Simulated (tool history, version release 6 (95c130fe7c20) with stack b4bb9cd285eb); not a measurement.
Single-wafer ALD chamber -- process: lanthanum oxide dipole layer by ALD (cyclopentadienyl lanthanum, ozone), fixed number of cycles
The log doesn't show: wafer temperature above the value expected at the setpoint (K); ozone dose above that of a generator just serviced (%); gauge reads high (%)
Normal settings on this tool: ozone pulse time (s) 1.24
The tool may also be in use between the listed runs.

run   hour  ozone pulse time (s)  wafers since the last listed run  hours since the last thermocouple change  hours since the last ozone generator service  hours since the showerhead was replaced  hours since the gauge calibration  read-back reference wafer on the same gauge, thickness_nm  mean film thickness on the monitor wafer (Å)
  1    0.0                  1.24                                 0                                    2692.6                                         711.0                                   4417.6                              251.2                                                      0.564                                          4.12
  2   10.4                  1.24                               200                                    2703.0                                         721.4                                   4428.0                              261.6                                                      0.564                                          4.09
  3   25.6                  1.24                               293                                    2718.2                                         736.6                                   4443.2                              276.8                                                      0.564                                          4.09
  4   34.1                  1.24                               163                                    2726.7                                         745.1                                   4451.7                              285.3                                                      0.564                                          4.09
  5   51.6                  1.24                               337                                    2744.2                                         762.6                                   4469.2                              302.8                                                      0.564                                          4.10
  6   58.4                  1.24                               131                                    2751.0                                         769.4                                   4476.0                              309.6                                                      0.564                                          4.07
  7   75.5                  1.24                               329                                    2768.1                                         786.5                                   4493.1                              326.7                                                      0.565                                          4.11
  8   91.0                  1.24                               299                                    2783.6                                         802.0                                   4508.6                              342.2                                                      0.564                                          4.10
  9  101.3                  1.24                               198                                    2793.9                                         812.3                                   4518.9                              352.5                                                      0.565                                          4.06
 10  112.5                  1.24                               216                                    2805.1                                         823.5                                   4530.1                              363.7                                                      0.564                                          4.07
 11  139.0                  1.14                               511                                    2831.6                                         850.0                                   4556.6                              390.2                                                      0.564                                          3.90
     153.8  -- thermocouple changed; heater temperature recalibrated
     159.5  -- showerhead replaced, of another model than before
 12  160.0                  1.14                               140                                       6.2                                         871.0                                      0.5                              411.2                                                      0.564                                          4.46
     162.8  -- gauge calibrated
 13  165.1                  1.47                                98                                      11.3                                         876.1                                      5.6                                2.3                                                      0.564                                          4.74
 14  177.4                  1.24                               237                                      23.6                                         888.4                                     17.9                               14.6                                                      0.565                                          4.56
 15  191.1                  1.24                               264                                      37.3                                         902.1                                     31.6                               28.3                                                      0.563                                          4.62
 16  198.9                  1.24                               150                                      45.1                                         909.9                                     39.4                               36.1                                                      0.564                                          4.61
 17  215.0                  1.48                               310                                      61.2                                         926.0                                     55.5                               52.2                                                      0.563                                          4.73
 18  230.4                  1.09                               297                                      76.6                                         941.4                                     70.9                               67.6                                                      0.564                                          4.47
 19  245.9                  1.72                               299                                      92.1                                         956.9                                     86.4                               83.1                                                      0.564                                          4.86
 20  257.2                  0.75                               218                                     103.4                                         968.2                                     97.7                               94.4                                                      0.563                                          4.12
 21  270.6                  1.47                               258                                     116.8                                         981.6                                    111.1                              107.8                                                      0.564                                          4.75
 22  282.5                  0.92                               229                                     128.7                                         993.5                                    123.0                              119.7                                                      0.564                                          4.33

What will run 23 give?
     291.0  -- ozone generator serviced
 23  296.6                  0.94                               117                                     142.8                                           5.6                                    137.1                              133.8                                                          ?                                             ?

Run 23 measured read-back reference wafer on the same gauge, thickness_nm 0.564, mean film thickness on the monitor wafer (Å) 4.71.
The same run, on a tool lacking any hidden state, would have yielded mean film thickness on the monitor wafer (Å) 4.73.

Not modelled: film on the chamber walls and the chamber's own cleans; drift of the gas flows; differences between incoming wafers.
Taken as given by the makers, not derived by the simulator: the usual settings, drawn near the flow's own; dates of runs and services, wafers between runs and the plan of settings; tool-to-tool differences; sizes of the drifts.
